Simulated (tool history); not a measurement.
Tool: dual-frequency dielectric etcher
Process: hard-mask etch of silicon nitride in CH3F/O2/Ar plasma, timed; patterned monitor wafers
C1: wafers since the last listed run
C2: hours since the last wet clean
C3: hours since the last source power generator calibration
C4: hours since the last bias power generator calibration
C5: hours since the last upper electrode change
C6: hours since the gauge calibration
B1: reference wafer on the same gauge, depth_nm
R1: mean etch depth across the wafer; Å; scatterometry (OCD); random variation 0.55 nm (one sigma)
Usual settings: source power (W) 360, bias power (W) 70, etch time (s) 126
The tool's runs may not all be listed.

Run 1, day 0: usual settings but source power (W) 340; C1 0; C2 254.3; C3 3239; C4 3025.3; C5 5348; C6 186.5; B1 99. Result: R1 793 Å.
At day 0.271: gauge calibrated.
Run 2, day 0.742: usual settings but source power (W) 340; C1 176; C2 272.1; C3 3256.8; C4 3043.1; C5 5365.8; C6 11.3; B1 99.1. Result: R1 777 Å.
Run 3, day 1.312: usual settings; C1 135; C2 285.8; C3 3270.5; C4 3056.8; C5 5379.5; C6 25; B1 99.1. Result: R1 806 Å.
Run 4, day 1.85: usual settings; C1 127; C2 298.7; C3 3283.4; C4 3069.7; C5 5392.4; C6 37.9; B1 99. Result: R1 796 Å.
Run 5, day 2.175: usual settings; C1 77; C2 306.5; C3 3291.2; C4 3077.5; C5 5400.2; C6 45.7; B1 99.2. Result: R1 805 Å.
Run 6, day 2.908: usual settings; C1 174; C2 324.1; C3 3308.8; C4 3095.1; C5 5417.8; C6 63.3; B1 99.3. Result: R1 805 Å.
Run 7, day 3.558: usual settings; C1 154; C2 339.7; C3 3324.4; C4 3110.7; C5 5433.4; C6 78.9; B1 99.2. Result: R1 797 Å.
Run 8, day 3.917: usual settings; C1 85; C2 348.3; C3 3333; C4 3119.3; C5 5442; C6 87.5; B1 99.1. Result: R1 793 Å.
Run 9, day 4.504: usual settings but source power (W) 310, bias power (W) 76; C1 139; C2 362.4; C3 3347.1; C4 3133.4; C5 5456.1; C6 101.6; B1 99.2. Result: R1 762 Å.
Run 10, day 4.967: usual settings but source power (W) 310, bias power (W) 76; C1 109; C2 373.5; C3 3358.2; C4 3144.5; C5 5467.2; C6 112.7; B1 99.3. Result: R1 760 Å.
At day 5.45: source power generator calibrated.
Run 11, day 5.633: usual settings but source power (W) 310, bias power (W) 76; C1 118; C2 389.5; C3 4.4; C4 3160.5; C5 5483.2; C6 128.7; B1 99.2. Result: R1 756 Å.
At day 7.104: wet clean of the chamber.
At day 8.083: upper electrode replaced.
Run 12, day 8.104: usual settings but etch time (s) 153; C1 116; C2 24; C3 63.7; C4 3219.8; C5 0.5; C6 188; B1 99.5. Result: R1 1021 Å.
Run 13, day 8.121: usual settings but source power (W) 290, bias power (W) 54, etch time (s) 102; C1 3; C2 24.4; C3 64.1; C4 3220.2; C5 0.9; C6 188.4; B1 99.1. Result: R1 568 Å.
Run 14, day 8.133: usual settings; C1 2; C2 24.7; C3 64.4; C4 3220.5; C5 1.2; C6 188.7; B1 99.1. Result: R1 829 Å.
Run 15, day 8.346: usual settings but source power (W) 310, bias power (W) 59; C1 50; C2 29.8; C3 69.5; C4 3225.6; C5 6.3; C6 193.8; B1 99.2. Result: R1 739 Å.
At day 8.654: gauge calibrated.
At day 9.012: bias power generator calibrated.
Run 16, day 9.033: usual settings but source power (W) 410, etch time (s) 101.5; C1 123; C2 46.3; C3 86; C4 0.5; C5 22.8; C6 9.1; B1 99.3. Result: R1 705 Å.
Run 17, day 9.479: usual settings; C1 105; C2 57; C3 96.7; C4 11.2; C5 33.5; C6 19.8; B1 99.2. Result: R1 829 Å.
Run 18, day 10.079: usual settings but etch time (s) 164; C1 142; C2 71.4; C3 111.1; C4 25.6; C5 47.9; C6 34.2; B1 99.2. Result: R1 1089 Å.
Run 19, day 10.592: usual settings but source power (W) 330, bias power (W) 53, etch time (s) 161; C1 121; C2 83.7; C3 123.4; C4 37.9; C5 60.2; C6 46.5; B1 99.2. Result: R1 936 Å.
Run 20, day 10.921: usual settings; C1 78; C2 91.6; C3 131.3; C4 45.8; C5 68.1; C6 54.4; B1 99.3. Result: R1 836 Å.
Run 21, day 11.212: usual settings but source power (W) 330, bias power (W) 58, etch time (s) 102; C1 69; C2 98.6; C3 138.3; C4 52.8; C5 75.1; C6 61.4; B1 99.3. Result: R1 608 Å.
Run 22, day 11.65: usual settings but source power (W) 410; C1 104; C2 109.1; C3 148.8; C4 63.3; C5 85.6; C6 71.9; B1 99.3. Result: R1 874 Å.
Run 23, day 12.146: usual settings but source power (W) 400, bias power (W) 80, etch time (s) 98.5; C1 117; C2 121; C3 160.7; C4 75.2; C5 97.5; C6 83.8; B1 99.2. Result: R1 694 Å.
Run 24, day 12.408: usual settings but bias power (W) 86, etch time (s) 95.5; C1 62; C2 127.3; C3 167; C4 81.5; C5 103.8; C6 90.1; B1 99.2. Result: R1 665 Å.

3 ways to go on from here, each from the tool as it stands after run 24. What would each give?
Run A, day 12.429: usual settings; C1 4; C2 127.8; C3 167.5; C4 82; C5 104.3; C6 90.6; B1 ?. Result: R1 ?.
Run B, day 12.429: usual settings but source power (W) 270, bias power (W) 86, etch time (s) 112.5; C1 4; C2 127.8; C3 167.5; C4 82; C5 104.3; C6 90.6; B1 ?. Result: R1 ?.
Run C, day 12.429: usual settings but source power (W) 340, bias power (W) 56, etch time (s) 136; C1 4; C2 127.8; C3 167.5; C4 82; C5 104.3; C6 90.6; B1 ?. Result: R1 ?.

run    B1   R1
  A  99.2  823
  B  99.2  685
  C  99.2  812
Without the tool's hidden state the same runs would have given:
run   R1
  A  834
  B  694
  C  823

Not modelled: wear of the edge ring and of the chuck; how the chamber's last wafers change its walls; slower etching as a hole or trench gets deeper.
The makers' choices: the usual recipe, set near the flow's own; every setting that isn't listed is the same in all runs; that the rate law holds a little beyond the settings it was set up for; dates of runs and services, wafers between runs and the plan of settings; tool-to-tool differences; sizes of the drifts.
